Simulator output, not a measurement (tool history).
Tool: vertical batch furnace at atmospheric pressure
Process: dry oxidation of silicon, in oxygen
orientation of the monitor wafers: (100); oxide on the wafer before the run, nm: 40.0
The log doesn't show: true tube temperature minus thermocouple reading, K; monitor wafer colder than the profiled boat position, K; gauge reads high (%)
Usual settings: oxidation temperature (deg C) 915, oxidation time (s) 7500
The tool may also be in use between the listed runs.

run	hour	oxidation temperature (deg C)	oxidation time (s)	wafers since the last listed run	hours since the last temperature calibration	hours since the boat lift was adjusted	hours since the gauge calibration	read-back reference wafer on the same gauge, thickness	oxide thickness on the monitor wafer (nm)
1	0.0	915	7500	0	1585.6	3558.6	232.4	55.42	61.07
2	52.4	915	7500	390	1638.0	3611.0	284.8	55.42	60.85
3	100.2	915	7500	356	1685.8	3658.8	332.6	55.38	60.82
4	184.9	915	7500	631	1770.5	3743.5	417.3	55.40	60.84
5	282.5	915	10470	727	1868.1	3841.1	514.9	55.38	68.75
6	352.2	915	10470	519	1937.8	3910.8	584.6	55.41	68.86
7	409.0	915	7500	423	1994.6	3967.6	641.4	55.36	60.79
# hour 442.6: gauge calibrated
8	482.9	915	7500	550	2068.5	4041.5	40.3	55.42	61.20
# hour 556.6: boat lift adjusted
9	557.1	915	7500	374	2142.7	0.5	114.5	55.39	62.83
10	619.1	902	8820	462	2204.7	62.5	176.5	55.39	61.98
# hour 701.1: thermocouples replaced and temperature profile calibrated
11	718.4	908	5820	561	17.3	161.8	275.8	55.39	54.78
12	793.3	899	9840	558	92.2	236.7	350.7	55.44	61.93
13	893.1	939	3960	743	192.0	336.5	450.5	55.39	56.31
14	966.8	906	6330	549	265.7	410.2	524.2	55.41	55.81
15	1007.3	915	7500	301	306.2	450.7	564.7	55.38	61.54
16	1049.7	937	7500	315	348.6	493.1	607.1	55.41	69.51

Forecast run 17:
17	1103.1	930	7500	397	402.0	546.5	660.5	?	?

Run 17 gave read-back reference wafer on the same gauge, thickness 55.39, oxide thickness on the monitor wafer (nm) 66.79.
Without the tool's hidden state the same run would have given oxide thickness on the monitor wafer (nm) 66.76.
